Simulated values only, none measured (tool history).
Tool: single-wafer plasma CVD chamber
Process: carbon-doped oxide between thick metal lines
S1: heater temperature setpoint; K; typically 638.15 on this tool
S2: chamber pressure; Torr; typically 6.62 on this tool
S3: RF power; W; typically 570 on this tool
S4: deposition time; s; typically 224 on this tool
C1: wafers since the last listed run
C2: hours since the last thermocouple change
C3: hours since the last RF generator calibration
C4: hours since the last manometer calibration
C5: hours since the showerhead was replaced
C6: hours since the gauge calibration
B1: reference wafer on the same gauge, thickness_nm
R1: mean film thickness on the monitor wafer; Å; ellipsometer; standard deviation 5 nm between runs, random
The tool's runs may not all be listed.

{"run": 1, "hour": 0.0, "S1": 638.15, "S2": 6.62, "S3": 570, "S4": 259, "C1": 0, "C2": 1983.8, "C3": 1484.3, "C4": 708.8, "C5": 3690.5, "C6": 705.7, "B1": 1302.116, "R1": 13817.12}
{"run": 2, "hour": 26.9, "S1": 638.15, "S2": 6.62, "S3": 570, "S4": 259, "C1": 195, "C2": 2010.7, "C3": 1511.2, "C4": 735.7, "C5": 3717.4, "C6": 732.6, "B1": 1299.536, "R1": 13716.91}
{"run": 3, "hour": 47.6, "S1": 638.15, "S2": 6.62, "S3": 500, "S4": 224, "C1": 150, "C2": 2031.4, "C3": 1531.9, "C4": 756.4, "C5": 3738.1, "C6": 753.3, "B1": 1300.091, "R1": 10262.28}
{"run": 4, "hour": 74.6, "S1": 638.15, "S2": 6.62, "S3": 570, "S4": 224, "C1": 196, "C2": 2058.4, "C3": 1558.9, "C4": 783.4, "C5": 3765.1, "C6": 780.3, "B1": 1298.784, "R1": 11825.57}
{"run": 5, "hour": 109.6, "S1": 638.15, "S2": 6.62, "S3": 570, "S4": 224, "C1": 254, "C2": 2093.4, "C3": 1593.9, "C4": 818.4, "C5": 3800.1, "C6": 815.3, "B1": 1300.478, "R1": 11833.74}
{"run": 6, "hour": 137.9, "S1": 638.15, "S2": 6.62, "S3": 570, "S4": 224, "C1": 205, "C2": 2121.7, "C3": 1622.2, "C4": 846.7, "C5": 3828.4, "C6": 843.6, "B1": 1300.268, "R1": 11781.66}
{"run": 7, "hour": 160.8, "S1": 638.15, "S2": 6.62, "S3": 570, "S4": 224, "C1": 166, "C2": 2144.6, "C3": 1645.1, "C4": 869.6, "C5": 3851.3, "C6": 866.5, "B1": 1297.911, "R1": 11791.5}
{"hour": 178.1, "done": "gauge calibrated"}
{"run": 8, "hour": 184.4, "S1": 630.15, "S2": 6.62, "S3": 570, "S4": 224, "C1": 171, "C2": 2168.2, "C3": 1668.7, "C4": 893.2, "C5": 3874.9, "C6": 6.3, "B1": 1300.695, "R1": 11969.09}
{"run": 9, "hour": 199.9, "S1": 638.15, "S2": 6.62, "S3": 570, "S4": 254, "C1": 112, "C2": 2183.7, "C3": 1684.2, "C4": 908.7, "C5": 3890.4, "C6": 21.8, "B1": 1299.59, "R1": 13379.87}
{"run": 10, "hour": 223.3, "S1": 638.15, "S2": 6.62, "S3": 570, "S4": 254, "C1": 169, "C2": 2207.1, "C3": 1707.6, "C4": 932.1, "C5": 3913.8, "C6": 45.2, "B1": 1299.932, "R1": 13330.38}
{"run": 11, "hour": 252.2, "S1": 638.15, "S2": 6.62, "S3": 570, "S4": 254, "C1": 209, "C2": 2236.0, "C3": 1736.5, "C4": 961.0, "C5": 3942.7, "C6": 74.1, "B1": 1301.443, "R1": 13189.46}
{"run": 12, "hour": 266.1, "S1": 638.15, "S2": 6.62, "S3": 570, "S4": 224, "C1": 100, "C2": 2249.9, "C3": 1750.4, "C4": 974.9, "C5": 3956.6, "C6": 88.0, "B1": 1299.476, "R1": 11668.76}
{"hour": 274.9, "done": "thermocouple changed; heater temperature recalibrated"}
{"run": 13, "hour": 285.0, "S1": 638.15, "S2": 6.62, "S3": 570, "S4": 224, "C1": 79, "C2": 10.1, "C3": 1769.3, "C4": 993.8, "C5": 3975.5, "C6": 106.9, "B1": 1299.078, "R1": 11645.82}
{"run": 14, "hour": 307.9, "S1": 648.15, "S2": 6.62, "S3": 570, "S4": 265, "C1": 166, "C2": 33.0, "C3": 1792.2, "C4": 1016.7, "C5": 3998.4, "C6": 129.8, "B1": 1299.727, "R1": 13361.81}
{"hour": 333.5, "done": "RF generator calibrated"}
{"run": 15, "hour": 342.0, "S1": 638.15, "S2": 6.07, "S3": 645, "S4": 208, "C1": 189, "C2": 67.1, "C3": 8.5, "C4": 1050.8, "C5": 4032.5, "C6": 163.9, "B1": 1301.499, "R1": 12926.89}
{"run": 16, "hour": 361.6, "S1": 645.15, "S2": 6.62, "S3": 620, "S4": 190, "C1": 142, "C2": 86.7, "C3": 28.1, "C4": 1070.4, "C5": 4052.1, "C6": 183.5, "B1": 1300.13, "R1": 11473.82}
{"run": 17, "hour": 395.4, "S1": 638.15, "S2": 5.7, "S3": 570, "S4": 256, "C1": 245, "C2": 120.5, "C3": 61.9, "C4": 1104.2, "C5": 4085.9, "C6": 217.3, "B1": 1299.535, "R1": 14077.19}
{"run": 18, "hour": 413.9, "S1": 638.15, "S2": 7.48, "S3": 520, "S4": 224, "C1": 134, "C2": 139.0, "C3": 80.4, "C4": 1122.7, "C5": 4104.4, "C6": 235.8, "B1": 1298.946, "R1": 11573.81}
{"hour": 430.9, "done": "capacitance manometer re-zeroed and calibrated"}
{"run": 19, "hour": 446.2, "S1": 638.15, "S2": 6.62, "S3": 570, "S4": 224, "C1": 176, "C2": 171.3, "C3": 112.7, "C4": 15.3, "C5": 4136.7, "C6": 268.1, "B1": 1300.817, "R1": 12562.43}
{"run": 20, "hour": 464.5, "S1": 638.15, "S2": 5.77, "S3": 570, "S4": 224, "C1": 132, "C2": 189.6, "C3": 131.0, "C4": 33.6, "C5": 4155.0, "C6": 286.4, "B1": 1299.095, "R1": 12305.16}
{"hour": 474.0, "done": "showerhead replaced"}
{"run": 21, "hour": 495.7, "S1": 652.15, "S2": 5.13, "S3": 570, "S4": 244, "C1": 168, "C2": 220.8, "C3": 162.2, "C4": 64.8, "C5": 21.7, "C6": 317.6, "B1": 1298.567, "R1": 12557.1}
{"run": 22, "hour": 508.9, "S1": 638.15, "S2": 6.62, "S3": 570, "S4": 185, "C1": 95, "C2": 234.0, "C3": 175.4, "C4": 78.0, "C5": 34.9, "C6": 330.8, "B1": 1300.113, "R1": 10371.01}
{"run": 23, "hour": 521.9, "S1": 638.15, "S2": 6.62, "S3": 570, "S4": 264, "C1": 94, "C2": 247.0, "C3": 188.4, "C4": 91.0, "C5": 47.9, "C6": 343.8, "B1": 1300.418, "R1": 14910.74}
{"run": 24, "hour": 553.2, "S1": 638.15, "S2": 6.62, "S3": 570, "S4": 259, "C1": 227, "C2": 278.3, "C3": 219.7, "C4": 122.3, "C5": 79.2, "C6": 375.1, "B1": 1299.388, "R1": 14590.13}
{"run": 25, "hour": 583.0, "S1": 631.15, "S2": 5.7, "S3": 570, "S4": 259, "C1": 216, "C2": 308.1, "C3": 249.5, "C4": 152.1, "C5": 109.0, "C6": 404.9, "B1": 1301.244, "R1": 14443.5}
{"run": 26, "hour": 607.9, "S1": 638.15, "S2": 6.62, "S3": 570, "S4": 264, "C1": 180, "C2": 333.0, "C3": 274.4, "C4": 177.0, "C5": 133.9, "C6": 429.8, "B1": 1300.769, "R1": 14794.92}
{"run": 27, "hour": 622.3, "S1": 630.15, "S2": 6.62, "S3": 525, "S4": 203, "C1": 104, "C2": 347.4, "C3": 288.8, "C4": 191.4, "C5": 148.3, "C6": 444.2, "B1": 1299.274, "R1": 10642.38}

Branching from run 27: 5 alternative next runs. What would each branch give?
{"run": "A", "hour": 622.8, "S1": 638.15, "S2": 6.62, "S3": 570, "S4": 224, "C1": 3, "C2": 347.9, "C3": 289.3, "C4": 191.9, "C5": 148.8, "C6": 444.7, "B1": "?", "R1": "?"}
{"run": "B", "hour": 622.8, "S1": 652.15, "S2": 6.62, "S3": 570, "S4": 224, "C1": 3, "C2": 347.9, "C3": 289.3, "C4": 191.9, "C5": 148.8, "C6": 444.7, "B1": "?", "R1": "?"}
{"run": "C", "hour": 622.8, "S1": 638.15, "S2": 6.62, "S3": 570, "S4": 243, "C1": 3, "C2": 347.9, "C3": 289.3, "C4": 191.9, "C5": 148.8, "C6": 444.7, "B1": "?", "R1": "?"}
{"run": "D", "hour": 622.8, "S1": 631.15, "S2": 6.62, "S3": 470, "S4": 254, "C1": 3, "C2": 347.9, "C3": 289.3, "C4": 191.9, "C5": 148.8, "C6": 444.7, "B1": "?", "R1": "?"}
{"run": "E", "hour": 622.8, "S1": 638.15, "S2": 6.62, "S3": 620, "S4": 224, "C1": 3, "C2": 347.9, "C3": 289.3, "C4": 191.9, "C5": 148.8, "C6": 444.7, "B1": "?", "R1": "?"}

run=A B1=1299.400 R1=12484.70
run=B B1=1299.400 R1=12087.43
run=C B1=1299.400 R1=13541.11
run=D B1=1299.400 R1=11559.63
run=E B1=1299.400 R1=13518.39
With the hidden condition removed and each run's random variation left untouched, the same runs would have given:
run=A R1=12525.51
run=B R1=12126.94
run=C R1=13585.38
run=D R1=11605.89
run=E R1=13562.15

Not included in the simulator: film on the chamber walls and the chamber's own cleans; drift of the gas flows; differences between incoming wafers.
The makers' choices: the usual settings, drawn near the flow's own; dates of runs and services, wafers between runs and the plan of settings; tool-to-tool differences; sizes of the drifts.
